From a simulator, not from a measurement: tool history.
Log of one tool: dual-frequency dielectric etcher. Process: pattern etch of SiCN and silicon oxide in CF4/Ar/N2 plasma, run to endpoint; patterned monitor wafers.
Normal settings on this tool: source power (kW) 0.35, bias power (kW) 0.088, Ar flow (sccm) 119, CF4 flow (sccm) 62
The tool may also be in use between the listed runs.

| run | hour | source power (kW) | bias power (kW) | Ar flow (sccm) | CF4 flow (sccm) | incoming incoming film thickness, nm | endpoint time (s) |
|---|---|---|---|---|---|---|---|
| 1 | 0 | 0.35 | 0.088 | 107 | 70 | 12.62 | 18.1 |
| 2 | 48.2 | 0.33 | 0.088 | 119 | 62 | 12.64 | 19.8 |
| 3 | 94.1 | 0.33 | 0.088 | 119 | 62 | 12.66 | 19.9 |
| 4 | 167.3 | 0.35 | 0.088 | 119 | 62 | 12.65 | 18.4 |
| 5 | 261.2 | 0.35 | 0.088 | 119 | 62 | 12.83 | 18.7 |
| 6 | 313.3 | 0.35 | 0.088 | 119 | 62 | 12.67 | 18.4 |
| 7 | 415 | 0.35 | 0.088 | 119 | 62 | 12.75 | 18.4 |
|  | 478.1 | Ar flow controller replaced |
|  | 480.3 | wet clean of the chamber |
|  | 481.5 | CF4 flow controller replaced |
| 8 | 516.5 | 0.35 | 0.078 | 119 | 62 | 12.56 | 19.5 |
| 9 | 569.2 | 0.35 | 0.094 | 129 | 62 | 12.58 | 18.3 |
|  | 617.6 | upper electrode replaced, of another model than before |
| 10 | 626.6 | 0.35 | 0.068 | 119 | 55 | 12.74 | 22.3 |
| 11 | 682.5 | 0.38 | 0.106 | 107 | 62 | 12.81 | 14.7 |
|  | 705.4 | source power generator calibrated |
| 12 | 810.5 | 0.39 | 0.088 | 119 | 56 | 12.76 | 15.8 |
|  | 850.3 | bias power generator calibrated |
| 13 | 917.6 | 0.33 | 0.088 | 119 | 62 | 12.75 | 20.5 |
| 14 | 1021 | 0.35 | 0.088 | 119 | 62 | 12.71 | 18.3 |

Expected results for the next run?
| 15 | 1082 | 0.35 | 0.088 | 97 | 62 | 12.61 | ? |

{"run 15": {"endpoint time (s)": 17.8}}
Had the tool carried no hidden state, the very same run would have given endpoint time (s) 18.4.
